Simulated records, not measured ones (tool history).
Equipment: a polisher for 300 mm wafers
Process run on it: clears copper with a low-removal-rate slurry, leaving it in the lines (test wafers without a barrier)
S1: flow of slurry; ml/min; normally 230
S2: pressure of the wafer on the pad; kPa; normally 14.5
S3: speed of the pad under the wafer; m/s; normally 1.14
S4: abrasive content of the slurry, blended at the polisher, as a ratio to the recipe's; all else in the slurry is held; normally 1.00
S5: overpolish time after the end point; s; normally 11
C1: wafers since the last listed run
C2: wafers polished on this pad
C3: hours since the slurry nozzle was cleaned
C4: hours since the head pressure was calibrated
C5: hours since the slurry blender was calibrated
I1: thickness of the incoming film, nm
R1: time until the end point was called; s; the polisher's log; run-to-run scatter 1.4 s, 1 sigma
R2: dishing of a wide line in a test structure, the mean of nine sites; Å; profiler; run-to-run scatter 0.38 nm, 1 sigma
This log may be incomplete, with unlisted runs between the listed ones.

run   hour   S1    S2    S3    S4  S5   C1   C2     C3     C4     C5     I1     R1   R2
  1    0.0  230  14.5  1.14  1.00  11    0  565  194.4  335.1   47.8  318.8  133.7  200
       5.6  -- slurry nozzle cleaned
  2   14.9  230  14.5  1.14  1.00  11   62  628    9.3  350.0   62.7  316.5  133.0  195
  3   29.8  230  14.5  1.14  1.00  11   67  695   24.2  364.9   77.6  310.8  129.9  195
  4   39.2  230  14.5  1.14  1.00  11   42  738   33.6  374.3   87.0  317.9  134.3  195
  5   56.3  230  14.5  1.14  1.00  11   77  815   50.7  391.4  104.1  316.6  133.2  189
      63.2  -- worn pad replaced by a new one
  6   63.7  230  14.5  1.14  1.00  11   15    2   58.1  398.8  111.5  317.5  134.0  195
  7   80.1  230  14.5  1.14  1.00  11   74   76   74.5  415.2  127.9  314.2  129.6  196
  8   96.1  230  14.5  1.14  1.00  11   72  148   90.5  431.2  143.9  318.0  133.4  190
  9  105.9  230  17.9  1.14  1.00  11   44  193  100.3  441.0  153.7  310.0  107.6  240
 10  114.1  230  17.9  1.14  1.00  11   37  230  108.5  449.2  161.9  310.9  108.9  239
 11  129.3  285  10.3  1.52  1.00  11   68  299  123.7  464.4  177.1  316.0  131.3  199
 12  141.5  275  11.0  1.14  1.00  11   55  354  135.9  476.6  189.3  313.8  164.4  164
 13  158.1  230  15.9  1.14  1.10  11   75  429  152.5  493.2  205.9  318.9  122.1  211
 14  166.1  305  14.5  0.96  1.00  11   36  465  160.5  501.2  213.9  313.4  154.0  168
 15  177.6  230  17.2  1.48  1.00  17   52  517  172.0  512.7  225.4  316.1   87.5  379
     187.0  -- slurry nozzle cleaned
     202.4  -- head pressure recalibrated
 16  203.1  230  14.5  1.14  1.00  11  101  619   16.1    0.7  250.9  315.6  135.8  198
 17  215.7  230  14.5  1.14  1.00  11   56  676   28.7   13.3  263.5  309.9  128.9  197
     221.0  -- slurry blender recalibrated
 18  223.3  255  12.4  1.04  0.70  11   25  701   36.3   20.9    2.3  309.7  179.9  149
     231.7  -- worn pad replaced by a new one
 19  272.8  230  14.5  1.14  0.90  11  205  186   85.8   70.4   51.8  319.3  140.4  187
 20  281.0  230  14.5  1.14  1.00  11   37  223   94.0   78.6   60.0  312.3  132.9  198
 21  290.8  280  14.5  1.14  1.00  11   44  267  103.8   88.4   69.8  312.4  129.6  199

Here are 3 independent what-if runs from the current tool condition. What would each one return?
  A  291.3  230  14.5  1.14  1.00  11   2  269  104.3  88.9  70.3  313.7   ?   ?
  B  291.3  270  16.5  1.14  1.00  11   2  269  104.3  88.9  70.3  313.7   ?   ?
  C  291.3  230  15.9  1.02  1.15  11   2  269  104.3  88.9  70.3  313.7   ?   ?

run     R1   R2
  A  132.4  194
  B  115.7  218
  C  131.3  196
With the hidden condition removed and each run's random variation left untouched, the same runs would have given:
run     R1   R2
  A  132.4  194
  B  115.7  218
  C  131.3  196

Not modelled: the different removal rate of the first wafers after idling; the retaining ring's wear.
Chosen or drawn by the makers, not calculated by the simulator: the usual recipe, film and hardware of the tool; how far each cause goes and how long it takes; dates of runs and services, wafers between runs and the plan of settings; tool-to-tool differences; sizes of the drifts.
